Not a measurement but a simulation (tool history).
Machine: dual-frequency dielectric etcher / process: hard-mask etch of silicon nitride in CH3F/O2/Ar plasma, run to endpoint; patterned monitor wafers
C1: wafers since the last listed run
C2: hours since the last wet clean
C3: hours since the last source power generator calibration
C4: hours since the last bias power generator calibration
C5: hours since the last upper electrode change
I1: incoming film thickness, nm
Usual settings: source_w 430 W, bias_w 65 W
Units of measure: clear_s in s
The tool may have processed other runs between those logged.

{"run": 1, "hour": 0.0, "source_w": 430, "bias_w": 69, "C1": 0, "C2": 289.9, "C3": 3766.6, "C4": 1131.5, "C5": 3976, "I1": 34.2, "clear_s": 43.9}
{"run": 2, "hour": 31.8, "source_w": 430, "bias_w": 69, "C1": 473, "C2": 321.7, "C3": 3798.4, "C4": 1163.3, "C5": 4007.8, "I1": 34.35, "clear_s": 44.2}
{"run": 3, "hour": 64.2, "source_w": 430, "bias_w": 69, "C1": 482, "C2": 354.1, "C3": 3830.8, "C4": 1195.7, "C5": 4040.2, "I1": 34.23, "clear_s": 44.1}
{"hour": 213.9, "done": "wet clean of the chamber"}
{"run": 4, "hour": 214.4, "source_w": 360, "bias_w": 65, "C1": 1878, "C2": 0.5, "C3": 3981, "C4": 1345.9, "C5": 4190.4, "I1": 33.67, "clear_s": 45.9}
{"run": 5, "hour": 279.4, "source_w": 430, "bias_w": 65, "C1": 967, "C2": 65.5, "C3": 4046, "C4": 1410.9, "C5": 4255.4, "I1": 33.63, "clear_s": 43.4}
{"run": 6, "hour": 336.7, "source_w": 430, "bias_w": 65, "C1": 853, "C2": 122.8, "C3": 4103.3, "C4": 1468.2, "C5": 4312.7, "I1": 34.14, "clear_s": 44.4}
{"run": 7, "hour": 396.5, "source_w": 430, "bias_w": 65, "C1": 890, "C2": 182.6, "C3": 4163.1, "C4": 1528, "C5": 4372.5, "I1": 34.27, "clear_s": 44.3}
{"run": 8, "hour": 459.1, "source_w": 430, "bias_w": 65, "C1": 931, "C2": 245.2, "C3": 4225.7, "C4": 1590.6, "C5": 4435.1, "I1": 34.12, "clear_s": 44.3}
{"run": 9, "hour": 491.3, "source_w": 430, "bias_w": 65, "C1": 479, "C2": 277.4, "C3": 4257.9, "C4": 1622.8, "C5": 4467.3, "I1": 34.09, "clear_s": 44.5}
{"run": 10, "hour": 522.3, "source_w": 430, "bias_w": 65, "C1": 461, "C2": 308.4, "C3": 4288.9, "C4": 1653.8, "C5": 4498.3, "I1": 34.05, "clear_s": 44.3}
{"hour": 559.5, "done": "bias power generator calibrated"}
{"run": 11, "hour": 562.6, "source_w": 430, "bias_w": 65, "C1": 540, "C2": 348.7, "C3": 4329.2, "C4": 3.1, "C5": 4538.6, "I1": 34.2, "clear_s": 44.7}
{"run": 12, "hour": 632.7, "source_w": 430, "bias_w": 65, "C1": 1043, "C2": 418.8, "C3": 4399.3, "C4": 73.2, "C5": 4608.7, "I1": 33.86, "clear_s": 44.2}
{"run": 13, "hour": 666.1, "source_w": 430, "bias_w": 65, "C1": 497, "C2": 452.2, "C3": 4432.7, "C4": 106.6, "C5": 4642.1, "I1": 34, "clear_s": 44.7}
{"run": 14, "hour": 697.0, "source_w": 430, "bias_w": 65, "C1": 460, "C2": 483.1, "C3": 4463.6, "C4": 137.5, "C5": 4673, "I1": 34.22, "clear_s": 45.1}
{"hour": 744.4, "done": "wet clean of the chamber"}
{"run": 15, "hour": 744.9, "source_w": 430, "bias_w": 65, "C1": 355, "C2": 0.5, "C3": 4511.5, "C4": 185.4, "C5": 4720.9, "I1": 33.85, "clear_s": 46}
{"run": 16, "hour": 791.4, "source_w": 430, "bias_w": 71, "C1": 692, "C2": 47, "C3": 4558, "C4": 231.9, "C5": 4767.4, "I1": 34.14, "clear_s": 45.2}
{"hour": 797.7, "done": "source power generator calibrated"}
{"hour": 1004.7, "done": "wet clean of the chamber, repeated, since the last time left the tool worse"}
{"run": 17, "hour": 1005.2, "source_w": 340, "bias_w": 65, "C1": 2766, "C2": 0.5, "C3": 207.5, "C4": 445.7, "C5": 4981.2, "I1": 33.9, "clear_s": 47.2}
{"run": 18, "hour": 1026.5, "source_w": 430, "bias_w": 65, "C1": 317, "C2": 21.8, "C3": 228.8, "C4": 467, "C5": 5002.5, "I1": 33.8, "clear_s": 43.7}
{"run": 19, "hour": 1074.4, "source_w": 430, "bias_w": 69, "C1": 713, "C2": 69.7, "C3": 276.7, "C4": 514.9, "C5": 5050.4, "I1": 34, "clear_s": 43}
{"run": 20, "hour": 1128.1, "source_w": 380, "bias_w": 73, "C1": 799, "C2": 123.4, "C3": 330.4, "C4": 568.6, "C5": 5104.1, "I1": 34.41, "clear_s": 45}
{"hour": 1174.3, "done": "upper electrode replaced"}
{"run": 21, "hour": 1175.1, "source_w": 430, "bias_w": 81, "C1": 342, "C2": 170.4, "C3": 377.4, "C4": 615.6, "C5": 0.8, "I1": 34.14, "clear_s": 41.5}
{"run": 22, "hour": 1224.9, "source_w": 430, "bias_w": 65, "C1": 741, "C2": 220.2, "C3": 427.2, "C4": 665.4, "C5": 50.6, "I1": 34.28, "clear_s": 44.4}
{"run": 23, "hour": 1259.6, "source_w": 500, "bias_w": 65, "C1": 516, "C2": 254.9, "C3": 461.9, "C4": 700.1, "C5": 85.3, "I1": 34.11, "clear_s": 42.1}
{"run": 24, "hour": 1292.3, "source_w": 400, "bias_w": 65, "C1": 486, "C2": 287.6, "C3": 494.6, "C4": 732.8, "C5": 118, "I1": 34.48, "clear_s": 46.2}
{"run": 25, "hour": 1325.9, "source_w": 430, "bias_w": 65, "C1": 500, "C2": 321.2, "C3": 528.2, "C4": 766.4, "C5": 151.6, "I1": 33.91, "clear_s": 44.5}
{"run": 26, "hour": 1383.2, "source_w": 340, "bias_w": 59, "C1": 853, "C2": 378.5, "C3": 585.5, "C4": 823.7, "C5": 208.9, "I1": 34.15, "clear_s": 49.8}
{"run": 27, "hour": 1448.1, "source_w": 430, "bias_w": 65, "C1": 966, "C2": 443.4, "C3": 650.4, "C4": 888.6, "C5": 273.8, "I1": 34.12, "clear_s": 45}
{"run": 28, "hour": 1492.0, "source_w": 430, "bias_w": 65, "C1": 653, "C2": 487.3, "C3": 694.3, "C4": 932.5, "C5": 317.7, "I1": 33.94, "clear_s": 44.9}
{"run": 29, "hour": 1530.5, "source_w": 430, "bias_w": 65, "C1": 573, "C2": 525.8, "C3": 732.8, "C4": 971, "C5": 356.2, "I1": 34.3, "clear_s": 45.5}
{"run": 30, "hour": 1588.2, "source_w": 320, "bias_w": 53, "C1": 859, "C2": 583.5, "C3": 790.5, "C4": 1028.7, "C5": 413.9, "I1": 33.87, "clear_s": 52.9}
{"hour": 1623.7, "done": "wet clean of the chamber"}
{"run": 31, "hour": 1630.6, "source_w": 330, "bias_w": 77, "C1": 273, "C2": 6.9, "C3": 832.9, "C4": 1071.1, "C5": 456.3, "I1": 33.83, "clear_s": 45.4}

5 ways to go on from here, each from the tool as it stands after run 31. What would each give?
{"run": "A", "hour": 1631.0, "source_w": 430, "bias_w": 65, "C1": 5, "C2": 7.3, "C3": 833.3, "C4": 1071.5, "C5": 456.7, "I1": 34, "clear_s": "?"}
{"run": "B", "hour": 1631.0, "source_w": 350, "bias_w": 78, "C1": 5, "C2": 7.3, "C3": 833.3, "C4": 1071.5, "C5": 456.7, "I1": 34, "clear_s": "?"}
{"run": "C", "hour": 1631.0, "source_w": 430, "bias_w": 79, "C1": 5, "C2": 7.3, "C3": 833.3, "C4": 1071.5, "C5": 456.7, "I1": 34, "clear_s": "?"}
{"run": "D", "hour": 1631.0, "source_w": 380, "bias_w": 75, "C1": 5, "C2": 7.3, "C3": 833.3, "C4": 1071.5, "C5": 456.7, "I1": 34, "clear_s": "?"}
{"run": "E", "hour": 1631.0, "source_w": 390, "bias_w": 80, "C1": 5, "C2": 7.3, "C3": 833.3, "C4": 1071.5, "C5": 456.7, "I1": 34, "clear_s": "?"}

run=A clear_s=44
run=B clear_s=44.6
run=C clear_s=41.5
run=D clear_s=44
run=E clear_s=42.7
Had the tool no hidden state, the same runs would have come out as:
run=A clear_s=43.8
run=B clear_s=44.4
run=C clear_s=41.3
run=D clear_s=43.8
run=E clear_s=42.5
